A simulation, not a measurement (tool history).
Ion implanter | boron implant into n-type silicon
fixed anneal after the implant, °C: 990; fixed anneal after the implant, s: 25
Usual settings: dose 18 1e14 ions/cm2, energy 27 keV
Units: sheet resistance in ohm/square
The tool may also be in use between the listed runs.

run	hour	dose	energy	wafers since the last listed run	hours since the last dose calibration	hours since the extraction supply was calibrated	hours since the gauge calibration	read-back reference wafer on the same gauge, sheet resistance	sheet resistance
1	0	18	27	0	1232.9	2345.5	1142.1	85.31	74.78
2	49.1	19.7	27	921	1282	2394.6	1191.2	85.51	70.51
3	109.5	19.7	27	1133	1342.4	2455	1251.6	85.35	70.33
# hour 110.4: gauge calibrated
4	174.6	21.31	27	1221	1407.5	2520.1	64.2	85.43	67.8
5	221.9	18	22	887	1454.8	2567.4	111.5	85.45	77.58
6	287.7	18	27	1234	1520.6	2633.2	177.3	85.61	74.73
7	342.1	18	27	1020	1575	2687.6	231.7	85.49	74.36
8	374.8	18	27	613	1607.7	2720.3	264.4	85.55	75.2
# hour 393: extraction supply calibrated
9	431.7	18	27	917	1664.6	38.7	321.3	85.56	75.3
10	491.6	18	27	1124	1724.5	98.6	381.2	85.35	74.97
11	561.4	18	27	1309	1794.3	168.4	451	85.42	75.27
12	587.1	18	27	482	1820	194.1	476.7	85.44	75.4
13	622.9	18	33.5	671	1855.8	229.9	512.5	85.55	72.63
14	689.8	20.82	32	1255	1922.7	296.8	579.4	85.47	66.66
15	731.6	20.28	27	784	1964.5	338.6	621.2	85.47	70.32
16	790	19.65	32	1095	2022.9	397	679.6	85.51	69.46
17	860.1	18	27	1315	2093	467.1	749.7	85.5	75.4
18	897.3	19.64	32	698	2130.2	504.3	786.9	85.58	69.84
19	927.1	21.01	27	559	2160	534.1	816.7	85.41	69.25
20	958.5	18	19	589	2191.4	565.5	848.1	85.42	81.99
21	984.7	22.84	22.5	491	2217.6	591.7	874.3	85.4	68.74
22	1038.6	15.01	30.5	1011	2271.5	645.6	928.2	85.51	84.04
23	1092.1	18	27	1004	2325	699.1	981.7	85.37	76.21
24	1141.6	20.2	31.5	928	2374.5	748.6	1031.2	85.55	69.12
25	1186.7	14.35	23.5	846	2419.6	793.7	1076.3	85.49	90.34
26	1228.1	18	27	776	2461	835.1	1117.7	85.28	76.77
# hour 1292.5: Faraday cup replaced and dose calibrated
27	1293	20.42	19.5	1067	0.5	900	1182.6	85.35	75.25
28	1324.4	18	34.5	589	31.9	931.4	1214	85.29	71.93
# hour 1366.5: gauge calibrated
29	1395.9	18	19.5	1341	103.4	1002.9	29.4	85.37	79.56
30	1444.6	18	34	913	152.1	1051.6	78.1	85.46	72.66
31	1493.4	20.26	27	915	200.9	1100.4	126.9	85.41	68.85
32	1550.3	20.77	22	1067	257.8	1157.3	183.8	85.5	71.65
33	1598.1	14.95	19.5	897	305.6	1205.1	231.6	85.54	89.12
34	1626.3	18	27	529	333.8	1233.3	259.8	85.3	73.91
35	1672.7	14.75	24	870	380.2	1279.7	306.2	85.36	86.69
36	1711.1	14.93	27	720	418.6	1318.1	344.6	85.48	83.22
37	1771.9	18	27	1141	479.4	1378.9	405.4	85.41	73.8

Hidden state or all else? Some run-to-run changes of sheet resistance, split into what the settings, what came in and random variation would give without the hidden state, and what is left for the hidden state (with any gauge scatter that isn't in both results):
The hidden state here: deviation of the true dose from the Faraday cup's reading, %; deviation of the true energy from its setpoint, %; gauge reads high (%).
Run 21 -> 22: dose 22.84 -> 15.01, energy 22.5 -> 30.5. sheet resistance +15.3 ohm/square: hidden state +1.41, all else +13.89.
Run 24 -> 25: dose 20.2 -> 14.35, energy 31.5 -> 23.5. sheet resistance +21.22 ohm/square: hidden state +1.02, all else +20.2.
Run 26 -> 27: dose 18 -> 20.42, energy 27 -> 19.5, Faraday cup replaced and dose calibrated. sheet resistance -1.52 ohm/square: hidden state -2.21, all else +0.69.
Run 32 -> 33: dose 20.77 -> 14.95, energy 22 -> 19.5. sheet resistance +17.47 ohm/square: hidden state +0.25, all else +17.22.
